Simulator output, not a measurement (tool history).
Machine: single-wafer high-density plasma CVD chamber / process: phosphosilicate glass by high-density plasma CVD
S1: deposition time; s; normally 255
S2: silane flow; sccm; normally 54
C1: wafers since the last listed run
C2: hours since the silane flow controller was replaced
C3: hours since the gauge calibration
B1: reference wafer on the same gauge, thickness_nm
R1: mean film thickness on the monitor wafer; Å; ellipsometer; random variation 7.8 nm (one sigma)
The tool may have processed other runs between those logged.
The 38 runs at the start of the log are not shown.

run	hour	S1	S2	C1	C2	C3	B1	R1
39	2087.6	273	59	460	762.8	169.9	1541.993	15681.84
40	2112.9	295	54	172	788.1	195.2	1538.863	15583.48
41	2173.8	296	51	415	849.0	256.1	1541.717	14723.76
42	2238.2	273	60	439	913.4	320.5	1539.099	15986.96
43	2305.2	275	51	457	980.4	387.5	1541.308	13709.32
44	2353.3	255	46	328	1028.5	435.6	1540.942	11524.76
45	2384.8	303	54	215	1060.0	467.1	1541.834	15948.87
46	2424.1	255	50	268	1099.3	506.4	1539.207	12493.38
47	2458.3	215	58	233	1133.5	540.6	1537.803	12197.04

Alternative continuations, all from the tool just after run 47; predict every row:
A	2458.8	240	54	3	1134.0	541.1	?	?
B	2458.8	239	63	3	1134.0	541.1	?	?
C	2458.8	295	43	3	1134.0	541.1	?	?

run	B1	R1
A	1539.496	12629.14
B	1539.496	14672.60
C	1539.496	12361.16
The same runs, with their run-to-run variation unchanged, on a tool lacking any hidden condition would have given:
run	R1
A	12741.88
B	14803.59
C	12471.51
